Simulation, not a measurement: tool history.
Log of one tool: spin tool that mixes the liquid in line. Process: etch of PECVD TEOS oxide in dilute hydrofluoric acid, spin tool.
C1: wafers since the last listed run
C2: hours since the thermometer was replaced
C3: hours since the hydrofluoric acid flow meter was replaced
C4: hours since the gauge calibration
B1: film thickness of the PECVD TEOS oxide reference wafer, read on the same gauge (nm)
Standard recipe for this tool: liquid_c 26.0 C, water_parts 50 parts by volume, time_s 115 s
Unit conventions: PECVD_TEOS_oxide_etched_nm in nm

run 1 hour=0.0 | liquid_c=26.0 water_parts=50 time_s=115 | C1=0 C2=1013.2 C3=478.2 C4=80.6 | B1=139.98 | PECVD_TEOS_oxide_etched_nm=26.47
run 2 hour=14.9 | liquid_c=26.0 water_parts=50 time_s=115 | C1=82 C2=1028.1 C3=493.1 C4=95.5 | B1=139.99 | PECVD_TEOS_oxide_etched_nm=26.16
run 3 hour=30.2 | liquid_c=26.0 water_parts=50 time_s=115 | C1=84 C2=1043.4 C3=508.4 C4=110.8 | B1=139.99 | PECVD_TEOS_oxide_etched_nm=26.44
run 4 hour=71.2 | liquid_c=26.0 water_parts=60 time_s=115 | C1=227 C2=1084.4 C3=549.4 C4=151.8 | B1=140.00 | PECVD_TEOS_oxide_etched_nm=21.36
run 5 hour=82.7 | liquid_c=26.0 water_parts=50 time_s=115 | C1=63 C2=1095.9 C3=560.9 C4=163.3 | B1=140.01 | PECVD_TEOS_oxide_etched_nm=25.91
run 6 hour=91.0 | liquid_c=26.0 water_parts=50 time_s=115 | C1=46 C2=1104.2 C3=569.2 C4=171.6 | B1=140.02 | PECVD_TEOS_oxide_etched_nm=25.66
-- hour=103.3 thermometer replaced
run 7 hour=103.7 | liquid_c=26.0 water_parts=50 time_s=115 | C1=64 C2=0.4 C3=581.9 C4=184.3 | B1=140.02 | PECVD_TEOS_oxide_etched_nm=26.07
-- hour=105.7 hydrofluoric acid flow meter replaced
run 8 hour=114.1 | liquid_c=30.0 water_parts=50 time_s=115 | C1=52 C2=10.8 C3=8.4 C4=194.7 | B1=139.98 | PECVD_TEOS_oxide_etched_nm=33.00
run 9 hour=120.7 | liquid_c=30.0 water_parts=75 time_s=115 | C1=36 C2=17.4 C3=15.0 C4=201.3 | B1=140.00 | PECVD_TEOS_oxide_etched_nm=21.14
run 10 hour=135.5 | liquid_c=22.5 water_parts=25 time_s=75 | C1=82 C2=32.2 C3=29.8 C4=216.1 | B1=140.00 | PECVD_TEOS_oxide_etched_nm=32.73
run 11 hour=151.5 | liquid_c=26.0 water_parts=50 time_s=115 | C1=88 C2=48.2 C3=45.8 C4=232.1 | B1=140.00 | PECVD_TEOS_oxide_etched_nm=28.26
-- hour=152.3 gauge calibrated
run 12 hour=166.0 | liquid_c=26.0 water_parts=25 time_s=55 | C1=80 C2=62.7 C3=60.3 C4=13.7 | B1=140.02 | PECVD_TEOS_oxide_etched_nm=27.48
run 13 hour=175.3 | liquid_c=26.0 water_parts=50 time_s=65 | C1=51 C2=72.0 C3=69.6 C4=23.0 | B1=139.99 | PECVD_TEOS_oxide_etched_nm=15.61
run 14 hour=193.1 | liquid_c=24.0 water_parts=50 time_s=90 | C1=98 C2=89.8 C3=87.4 C4=40.8 | B1=140.01 | PECVD_TEOS_oxide_etched_nm=20.12
run 15 hour=205.5 | liquid_c=24.0 water_parts=55 time_s=85 | C1=68 C2=102.2 C3=99.8 C4=53.2 | B1=140.02 | PECVD_TEOS_oxide_etched_nm=17.04

Each row is a separate what-if for the run after 15, all from the same tool condition, not one after another. Results?
run A hour=205.9 | liquid_c=27.5 water_parts=50 time_s=115 | C1=2 C2=102.6 C3=100.2 C4=53.6 | B1=? | PECVD_TEOS_oxide_etched_nm=?
run B hour=205.9 | liquid_c=31.0 water_parts=60 time_s=80 | C1=2 C2=102.6 C3=100.2 C4=53.6 | B1=? | PECVD_TEOS_oxide_etched_nm=?
run C hour=205.9 | liquid_c=22.0 water_parts=75 time_s=135 | C1=2 C2=102.6 C3=100.2 C4=53.6 | B1=? | PECVD_TEOS_oxide_etched_nm=?
run D hour=205.9 | liquid_c=26.0 water_parts=65 time_s=175 | C1=2 C2=102.6 C3=100.2 C4=53.6 | B1=? | PECVD_TEOS_oxide_etched_nm=?

run=A B1=139.99 PECVD_TEOS_oxide_etched_nm=29.57
run=B B1=139.99 PECVD_TEOS_oxide_etched_nm=19.36
run=C B1=139.99 PECVD_TEOS_oxide_etched_nm=17.90
run=D B1=139.99 PECVD_TEOS_oxide_etched_nm=31.90
Had the tool no hidden state, the same runs would have come out as:
run=A PECVD_TEOS_oxide_etched_nm=30.85
run=B PECVD_TEOS_oxide_etched_nm=20.22
run=C PECVD_TEOS_oxide_etched_nm=18.69
run=D PECVD_TEOS_oxide_etched_nm=33.30
